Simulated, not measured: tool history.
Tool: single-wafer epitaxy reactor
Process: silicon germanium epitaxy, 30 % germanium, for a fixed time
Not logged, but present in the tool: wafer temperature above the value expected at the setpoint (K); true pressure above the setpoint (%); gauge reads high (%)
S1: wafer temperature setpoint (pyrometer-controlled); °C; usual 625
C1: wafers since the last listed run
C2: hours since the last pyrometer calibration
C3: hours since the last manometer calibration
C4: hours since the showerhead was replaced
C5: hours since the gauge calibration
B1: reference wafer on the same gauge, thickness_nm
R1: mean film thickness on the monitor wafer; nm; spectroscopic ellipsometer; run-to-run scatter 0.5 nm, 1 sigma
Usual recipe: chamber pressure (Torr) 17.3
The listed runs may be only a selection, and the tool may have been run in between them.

{"run": 1, "day": 0.0, "S1": 625, "chamber pressure (Torr)": 17.3, "C1": 0, "C2": 2331.4, "C3": 1450.9, "C4": 5079.9, "C5": 1604.8, "B1": 82.161, "R1": 84.773}
{"run": 2, "day": 1.275, "S1": 625, "chamber pressure (Torr)": 17.3, "C1": 744, "C2": 2362.0, "C3": 1481.5, "C4": 5110.5, "C5": 1635.4, "B1": 82.09, "R1": 84.959}
{"run": 3, "day": 2.792, "S1": 625, "chamber pressure (Torr)": 17.3, "C1": 885, "C2": 2398.4, "C3": 1517.9, "C4": 5146.9, "C5": 1671.8, "B1": 82.202, "R1": 85.075}
{"run": 4, "day": 4.95, "S1": 625, "chamber pressure (Torr)": 17.3, "C1": 1259, "C2": 2450.2, "C3": 1569.7, "C4": 5198.7, "C5": 1723.6, "B1": 82.031, "R1": 84.771}
{"run": 5, "day": 6.942, "S1": 625, "chamber pressure (Torr)": 17.3, "C1": 1162, "C2": 2498.0, "C3": 1617.5, "C4": 5246.5, "C5": 1771.4, "B1": 82.144, "R1": 84.568}
{"run": 6, "day": 9.412, "S1": 625, "chamber pressure (Torr)": 17.3, "C1": 1442, "C2": 2557.3, "C3": 1676.8, "C4": 5305.8, "C5": 1830.7, "B1": 82.272, "R1": 84.148}
{"run": 7, "day": 11.842, "S1": 625, "chamber pressure (Torr)": 17.3, "C1": 1417, "C2": 2615.6, "C3": 1735.1, "C4": 5364.1, "C5": 1889.0, "B1": 82.14, "R1": 84.598}
{"run": 8, "day": 13.733, "S1": 620, "chamber pressure (Torr)": 17.3, "C1": 1104, "C2": 2661.0, "C3": 1780.5, "C4": 5409.5, "C5": 1934.4, "B1": 82.337, "R1": 77.118}
{"run": 9, "day": 15.7, "S1": 620, "chamber pressure (Torr)": 17.3, "C1": 1147, "C2": 2708.2, "C3": 1827.7, "C4": 5456.7, "C5": 1981.6, "B1": 82.199, "R1": 76.745}
{"run": 10, "day": 18.558, "S1": 625, "chamber pressure (Torr)": 17.3, "C1": 1668, "C2": 2776.8, "C3": 1896.3, "C4": 5525.3, "C5": 2050.2, "B1": 82.113, "R1": 84.672}
{"run": 11, "day": 21.042, "S1": 625, "chamber pressure (Torr)": 17.3, "C1": 1449, "C2": 2836.4, "C3": 1955.9, "C4": 5584.9, "C5": 2109.8, "B1": 82.301, "R1": 84.226}
{"day": 23.233, "done": "pyrometer calibrated"}
{"run": 12, "day": 23.342, "S1": 625, "chamber pressure (Torr)": 17.3, "C1": 1147, "C2": 2.6, "C3": 2011.1, "C4": 5640.1, "C5": 2165.0, "B1": 82.155, "R1": 84.919}
{"day": 24.688, "done": "gauge calibrated"}
{"run": 13, "day": 25.262, "S1": 630, "chamber pressure (Torr)": 18.7, "C1": 1121, "C2": 48.7, "C3": 2057.2, "C4": 5686.2, "C5": 13.8, "B1": 82.246, "R1": 96.327}
{"run": 14, "day": 27.454, "S1": 625, "chamber pressure (Torr)": 17.3, "C1": 1279, "C2": 101.3, "C3": 2109.8, "C4": 5738.8, "C5": 66.4, "B1": 82.164, "R1": 84.203}
{"run": 15, "day": 35.075, "S1": 625, "chamber pressure (Torr)": 17.3, "C1": 4447, "C2": 284.2, "C3": 2292.7, "C4": 5921.7, "C5": 249.3, "B1": 82.315, "R1": 84.114}
{"run": 16, "day": 36.771, "S1": 635, "chamber pressure (Torr)": 13.1, "C1": 989, "C2": 324.9, "C3": 2333.4, "C4": 5962.4, "C5": 290.0, "B1": 82.217, "R1": 88.857}
{"run": 17, "day": 38.979, "S1": 625, "chamber pressure (Torr)": 17.3, "C1": 1288, "C2": 377.9, "C3": 2386.4, "C4": 6015.4, "C5": 343.0, "B1": 82.277, "R1": 85.454}
{"run": 18, "day": 40.496, "S1": 620, "chamber pressure (Torr)": 14.5, "C1": 885, "C2": 414.3, "C3": 2422.8, "C4": 6051.8, "C5": 379.4, "B1": 82.117, "R1": 69.722}
{"run": 19, "day": 41.846, "S1": 625, "chamber pressure (Torr)": 20.1, "C1": 787, "C2": 446.7, "C3": 2455.2, "C4": 6084.2, "C5": 411.8, "B1": 82.34, "R1": 90.982}
{"run": 20, "day": 43.354, "S1": 619, "chamber pressure (Torr)": 16.0, "C1": 880, "C2": 482.9, "C3": 2491.4, "C4": 6120.4, "C5": 448.0, "B1": 82.218, "R1": 72.485}
{"run": 21, "day": 44.375, "S1": 614, "chamber pressure (Torr)": 19.1, "C1": 595, "C2": 507.4, "C3": 2515.9, "C4": 6144.9, "C5": 472.5, "B1": 82.087, "R1": 71.744}
{"run": 22, "day": 46.738, "S1": 634, "chamber pressure (Torr)": 13.2, "C1": 1378, "C2": 564.1, "C3": 2572.6, "C4": 6201.6, "C5": 529.2, "B1": 82.232, "R1": 87.653}
{"day": 48.079, "done": "capacitance manometer re-zeroed and calibrated"}
{"run": 23, "day": 49.692, "S1": 610, "chamber pressure (Torr)": 17.3, "C1": 1529, "C2": 635.0, "C3": 38.7, "C4": 6272.5, "C5": 600.1, "B1": 82.292, "R1": 62.273}
{"run": 24, "day": 50.871, "S1": 635, "chamber pressure (Torr)": 13.1, "C1": 688, "C2": 663.3, "C3": 67.0, "C4": 6300.8, "C5": 628.4, "B1": 82.243, "R1": 88.477}
{"day": 51.646, "done": "showerhead replaced"}
{"run": 25, "day": 57.267, "S1": 619, "chamber pressure (Torr)": 21.4, "C1": 3538, "C2": 816.8, "C3": 220.5, "C4": 134.9, "C5": 781.9, "B1": 82.285, "R1": 83.847}
{"run": 26, "day": 65.408, "S1": 625, "chamber pressure (Torr)": 16.0, "C1": 4751, "C2": 1012.2, "C3": 415.9, "C4": 330.3, "C5": 977.3, "B1": 82.181, "R1": 80.758}
{"run": 27, "day": 67.138, "S1": 625, "chamber pressure (Torr)": 17.3, "C1": 1009, "C2": 1053.7, "C3": 457.4, "C4": 371.8, "C5": 1018.8, "B1": 82.115, "R1": 84.461}
{"run": 28, "day": 68.596, "S1": 616, "chamber pressure (Torr)": 14.1, "C1": 851, "C2": 1088.7, "C3": 492.4, "C4": 406.8, "C5": 1053.8, "B1": 82.124, "R1": 63.219}
{"run": 29, "day": 69.983, "S1": 621, "chamber pressure (Torr)": 18.7, "C1": 809, "C2": 1122.0, "C3": 525.7, "C4": 440.1, "C5": 1087.1, "B1": 82.289, "R1": 81.981}
{"run": 30, "day": 71.538, "S1": 633, "chamber pressure (Torr)": 19.1, "C1": 907, "C2": 1159.3, "C3": 563.0, "C4": 477.4, "C5": 1124.4, "B1": 82.316, "R1": 104.971}
{"run": 31, "day": 73.912, "S1": 625, "chamber pressure (Torr)": 17.3, "C1": 1386, "C2": 1216.3, "C3": 620.0, "C4": 534.4, "C5": 1181.4, "B1": 82.104, "R1": 84.476}

Each row is a separate what-if for the run after 31, all from the same tool condition, not one after another. Results?
{"run": "A", "day": 73.929, "S1": 625, "chamber pressure (Torr)": 17.3, "C1": 9, "C2": 1216.7, "C3": 620.4, "C4": 534.8, "C5": 1181.8, "B1": "?", "R1": "?"}
{"run": "B", "day": 73.929, "S1": 615, "chamber pressure (Torr)": 21.1, "C1": 9, "C2": 1216.7, "C3": 620.4, "C4": 534.8, "C5": 1181.8, "B1": "?", "R1": "?"}
{"run": "C", "day": 73.929, "S1": 637, "chamber pressure (Torr)": 20.1, "C1": 9, "C2": 1216.7, "C3": 620.4, "C4": 534.8, "C5": 1181.8, "B1": "?", "R1": "?"}

run=A B1=82.190 R1=84.929
run=B B1=82.190 R1=76.986
run=C B1=82.190 R1=115.739
With the hidden condition removed and each run's random variation left untouched, the same runs would have given:
run=A R1=84.929
run=B R1=76.986
run=C R1=115.739
